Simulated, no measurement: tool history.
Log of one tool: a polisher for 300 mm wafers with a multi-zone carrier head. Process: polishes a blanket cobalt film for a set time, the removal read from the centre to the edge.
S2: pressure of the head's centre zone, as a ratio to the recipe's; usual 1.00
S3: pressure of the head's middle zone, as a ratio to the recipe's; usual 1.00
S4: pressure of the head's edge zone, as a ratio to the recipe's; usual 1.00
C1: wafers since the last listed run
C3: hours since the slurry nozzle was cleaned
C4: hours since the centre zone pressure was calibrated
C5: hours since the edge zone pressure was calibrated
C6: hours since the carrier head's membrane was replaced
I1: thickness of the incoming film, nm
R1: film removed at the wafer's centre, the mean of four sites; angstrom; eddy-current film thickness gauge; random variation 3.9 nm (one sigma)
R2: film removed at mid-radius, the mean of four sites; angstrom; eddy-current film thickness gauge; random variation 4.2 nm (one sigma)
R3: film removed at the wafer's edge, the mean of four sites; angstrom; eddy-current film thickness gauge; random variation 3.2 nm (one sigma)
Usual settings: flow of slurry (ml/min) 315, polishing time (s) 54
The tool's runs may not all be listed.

run 1 hour=0.0 | flow_of_slurry_(ml/min)=315 S2=1.00 S3=1.00 S4=1.00 polishing_time_(s)=54 | C1=0 wafers_polished_on_this_pad=246 C3=515.6 C4=85.9 C5=309.9 C6=1339.6 | I1=837.6 | R1=2948 R2=3005 R3=2945
run 2 hour=17.8 | flow_of_slurry_(ml/min)=315 S2=0.93 S3=1.00 S4=1.00 polishing_time_(s)=54 | C1=141 wafers_polished_on_this_pad=387 C3=533.4 C4=103.7 C5=327.7 C6=1357.4 | I1=844.7 | R1=2735 R2=2922 R3=2980
-- hour=29.2 carrier head's membrane replaced by a new one
run 3 hour=32.3 | flow_of_slurry_(ml/min)=315 S2=0.93 S3=1.00 S4=1.00 polishing_time_(s)=54 | C1=75 wafers_polished_on_this_pad=463 C3=547.9 C4=118.2 C5=342.2 C6=3.1 | I1=841.8 | R1=2675 R2=2873 R3=2884
run 4 hour=46.9 | flow_of_slurry_(ml/min)=400 S2=1.00 S3=1.00 S4=1.00 polishing_time_(s)=54 | C1=116 wafers_polished_on_this_pad=579 C3=562.5 C4=132.8 C5=356.8 C6=17.7 | I1=846.3 | R1=3038 R2=2932 R3=2888
run 5 hour=64.3 | flow_of_slurry_(ml/min)=400 S2=1.00 S3=1.00 S4=1.00 polishing_time_(s)=54 | C1=138 wafers_polished_on_this_pad=717 C3=579.9 C4=150.2 C5=374.2 C6=35.1 | I1=840.3 | R1=2874 R2=2916 R3=2815
run 6 hour=77.9 | flow_of_slurry_(ml/min)=315 S2=1.00 S3=1.00 S4=1.00 polishing_time_(s)=54 | C1=108 wafers_polished_on_this_pad=825 C3=593.5 C4=163.8 C5=387.8 C6=48.7 | I1=838.3 | R1=2841 R2=2828 R3=2791
run 7 hour=90.6 | flow_of_slurry_(ml/min)=315 S2=1.00 S3=1.00 S4=0.93 polishing_time_(s)=60 | C1=100 wafers_polished_on_this_pad=926 C3=606.2 C4=176.5 C5=400.5 C6=61.4 | I1=865.0 | R1=3036 R2=3168 R3=2971
run 8 hour=101.7 | flow_of_slurry_(ml/min)=215 S2=0.95 S3=1.00 S4=1.00 polishing_time_(s)=54 | C1=88 wafers_polished_on_this_pad=1014 C3=617.3 C4=187.6 C5=411.6 C6=72.5 | I1=841.0 | R1=2520 R2=2600 R3=2661
-- hour=118.7 edge zone pressure recalibrated
run 9 hour=119.2 | flow_of_slurry_(ml/min)=315 S2=1.00 S3=1.00 S4=1.00 polishing_time_(s)=41 | C1=123 wafers_polished_on_this_pad=1137 C3=634.8 C4=205.1 C5=0.5 C6=90.0 | I1=859.3 | R1=2096 R2=2042 R3=2064
run 10 hour=132.2 | flow_of_slurry_(ml/min)=245 S2=1.05 S3=1.00 S4=0.88 polishing_time_(s)=54 | C1=103 wafers_polished_on_this_pad=1241 C3=647.8 C4=218.1 C5=13.5 C6=103.0 | I1=835.5 | R1=2785 R2=2571 R3=2526
run 11 hour=149.2 | flow_of_slurry_(ml/min)=315 S2=1.10 S3=1.00 S4=0.90 polishing_time_(s)=54 | C1=135 wafers_polished_on_this_pad=1376 C3=664.8 C4=235.1 C5=30.5 C6=120.0 | I1=858.1 | R1=2966 R2=2675 R3=2587
-- hour=154.0 slurry nozzle cleaned
-- hour=155.6 worn pad replaced by a new one
run 12 hour=161.1 | flow_of_slurry_(ml/min)=280 S2=1.00 S3=1.00 S4=1.00 polishing_time_(s)=54 | C1=73 wafers_polished_on_this_pad=43 C3=7.1 C4=247.0 C5=42.4 C6=131.9 | I1=852.1 | R1=2991 R2=2958 R3=2972
-- hour=193.4 centre zone pressure recalibrated
run 13 hour=193.9 | flow_of_slurry_(ml/min)=225 S2=0.93 S3=0.97 S4=1.00 polishing_time_(s)=54 | C1=244 wafers_polished_on_this_pad=288 C3=39.9 C4=0.5 C5=75.2 C6=164.7 | I1=851.2 | R1=2691 R2=2737 R3=2924
run 14 hour=208.4 | flow_of_slurry_(ml/min)=225 S2=1.00 S3=1.00 S4=1.00 polishing_time_(s)=54 | C1=115 wafers_polished_on_this_pad=403 C3=54.4 C4=15.0 C5=89.7 C6=179.2 | I1=834.3 | R1=2783 R2=2780 R3=2797
run 15 hour=222.2 | flow_of_slurry_(ml/min)=365 S2=0.92 S3=0.95 S4=1.12 polishing_time_(s)=54 | C1=109 wafers_polished_on_this_pad=513 C3=68.2 C4=28.8 C5=103.5 C6=193.0 | I1=860.4 | R1=2738 R2=2807 R3=3110
run 16 hour=231.0 | flow_of_slurry_(ml/min)=315 S2=1.00 S3=1.00 S4=0.93 polishing_time_(s)=60 | C1=69 wafers_polished_on_this_pad=583 C3=77.0 C4=37.6 C5=112.3 C6=201.8 | I1=850.5 | R1=3190 R2=3206 R3=3116
run 17 hour=239.6 | flow_of_slurry_(ml/min)=315 S2=1.00 S3=1.00 S4=1.00 polishing_time_(s)=54 | C1=68 wafers_polished_on_this_pad=651 C3=85.6 C4=46.2 C5=120.9 C6=210.4 | I1=852.1 | R1=2900 R2=2923 R3=2884
run 18 hour=246.5 | flow_of_slurry_(ml/min)=350 S2=1.00 S3=0.96 S4=1.00 polishing_time_(s)=48 | C1=54 wafers_polished_on_this_pad=706 C3=92.5 C4=53.1 C5=127.8 C6=217.3 | I1=856.6 | R1=2658 R2=2451 R3=2500
run 19 hour=263.0 | flow_of_slurry_(ml/min)=395 S2=1.00 S3=0.90 S4=0.88 polishing_time_(s)=65 | C1=131 wafers_polished_on_this_pad=837 C3=109.0 C4=69.6 C5=144.3 C6=233.8 | I1=854.1 | R1=3532 R2=3143 R3=3235
run 20 hour=278.2 | flow_of_slurry_(ml/min)=345 S2=1.00 S3=1.00 S4=1.00 polishing_time_(s)=54 | C1=120 wafers_polished_on_this_pad=958 C3=124.2 C4=84.8 C5=159.5 C6=249.0 | I1=868.0 | R1=2776 R2=2760 R3=2814
run 21 hour=285.3 | flow_of_slurry_(ml/min)=385 S2=1.00 S3=1.00 S4=1.00 polishing_time_(s)=54 | C1=56 wafers_polished_on_this_pad=1014 C3=131.3 C4=91.9 C5=166.6 C6=256.1 | I1=831.8 | R1=2842 R2=2783 R3=2774
run 22 hour=296.6 | flow_of_slurry_(ml/min)=205 S2=1.00 S3=1.00 S4=1.00 polishing_time_(s)=54 | C1=89 wafers_polished_on_this_pad=1104 C3=142.6 C4=103.2 C5=177.9 C6=267.4 | I1=861.0 | R1=2649 R2=2550 R3=2648
-- hour=321.9 worn pad replaced by a new one
run 23 hour=326.0 | flow_of_slurry_(ml/min)=355 S2=1.00 S3=1.06 S4=1.00 polishing_time_(s)=36 | C1=201 wafers_polished_on_this_pad=32 C3=172.0 C4=132.6 C5=207.3 C6=296.8 | I1=844.5 | R1=2012 R2=2186 R3=2040

Forecast each of these 3 alternatives for the next run:
run A hour=326.4 | flow_of_slurry_(ml/min)=315 S2=1.00 S3=1.00 S4=1.00 polishing_time_(s)=54 | C1=3 wafers_polished_on_this_pad=35 C3=172.4 C4=133.0 C5=207.7 C6=297.2 | I1=857.7 | R1=? R2=? R3=?
run B hour=326.4 | flow_of_slurry_(ml/min)=205 S2=1.00 S3=1.09 S4=1.11 polishing_time_(s)=54 | C1=3 wafers_polished_on_this_pad=35 C3=172.4 C4=133.0 C5=207.7 C6=297.2 | I1=857.7 | R1=? R2=? R3=?
run C hour=326.4 | flow_of_slurry_(ml/min)=315 S2=1.00 S3=0.93 S4=1.00 polishing_time_(s)=54 | C1=3 wafers_polished_on_this_pad=35 C3=172.4 C4=133.0 C5=207.7 C6=297.2 | I1=857.7 | R1=? R2=? R3=?

run=A R1=3053 R2=3039 R3=3000
run=B R1=2866 R2=3085 R3=3009
run=C R1=3052 R2=2859 R3=3003
Without the tool's hidden state the same runs would have given:
run=A R1=3083 R2=3068 R3=3029
run=B R1=2893 R2=3115 R3=3038
run=C R1=3081 R2=2887 R3=3032
